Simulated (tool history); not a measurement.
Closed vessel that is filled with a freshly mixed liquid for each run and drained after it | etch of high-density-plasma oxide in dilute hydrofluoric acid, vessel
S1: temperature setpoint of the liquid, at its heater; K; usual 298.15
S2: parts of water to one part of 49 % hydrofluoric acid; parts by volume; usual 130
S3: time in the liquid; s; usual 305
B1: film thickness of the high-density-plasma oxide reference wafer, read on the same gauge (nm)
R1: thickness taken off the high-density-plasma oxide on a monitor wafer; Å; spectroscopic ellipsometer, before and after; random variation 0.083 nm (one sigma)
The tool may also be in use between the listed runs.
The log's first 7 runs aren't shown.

run 8 hour=205.4 | S1=298.15 S2=130 S3=305 | B1=70.00 | R1=162.9
run 9 hour=235.9 | S1=298.15 S2=130 S3=305 | B1=69.99 | R1=163.1
run 10 hour=255.7 | S1=298.15 S2=130 S3=305 | B1=69.98 | R1=163.6
-- hour=276.0 thermometer replaced
run 11 hour=285.4 | S1=298.15 S2=130 S3=305 | B1=69.99 | R1=165.3
run 12 hour=318.8 | S1=298.15 S2=130 S3=305 | B1=70.00 | R1=164.3
-- hour=332.4 hydrofluoric acid flow meter replaced
run 13 hour=348.3 | S1=298.15 S2=130 S3=305 | B1=70.00 | R1=152.7
run 14 hour=370.4 | S1=298.15 S2=130 S3=305 | B1=70.02 | R1=152.9
run 15 hour=395.7 | S1=298.15 S2=130 S3=305 | B1=70.02 | R1=152.5
run 16 hour=414.4 | S1=302.15 S2=130 S3=305 | B1=70.05 | R1=178.4
run 17 hour=431.2 | S1=294.65 S2=75 S3=150 | B1=70.03 | R1=121.2
run 18 hour=464.7 | S1=298.15 S2=90 S3=305 | B1=69.96 | R1=233.3
run 19 hour=481.2 | S1=298.15 S2=130 S3=305 | B1=70.01 | R1=152.3
run 20 hour=498.3 | S1=297.15 S2=110 S3=305 | B1=69.99 | R1=180.8
run 21 hour=517.2 | S1=298.15 S2=130 S3=305 | B1=70.02 | R1=152.3
run 22 hour=536.6 | S1=298.15 S2=150 S3=305 | B1=70.01 | R1=128.7
run 23 hour=550.5 | S1=298.15 S2=130 S3=305 | B1=70.00 | R1=154.2
-- hour=563.9 gauge calibrated
run 24 hour=584.1 | S1=298.15 S2=185 S3=455 | B1=70.02 | R1=152.2
run 25 hour=614.3 | S1=293.15 S2=130 S3=305 | B1=70.02 | R1=126.2
run 26 hour=635.3 | S1=296.15 S2=170 S3=405 | B1=69.99 | R1=138.7

Run 27 comes next. What will it give?
run 27 hour=655.8 | S1=302.15 S2=155 S3=180 | B1=? | R1=?

{"run 27": {"B1": 70.04, "R1": 86.1}}
Without the tool's hidden state the same run would have given R1 84.1 Å.
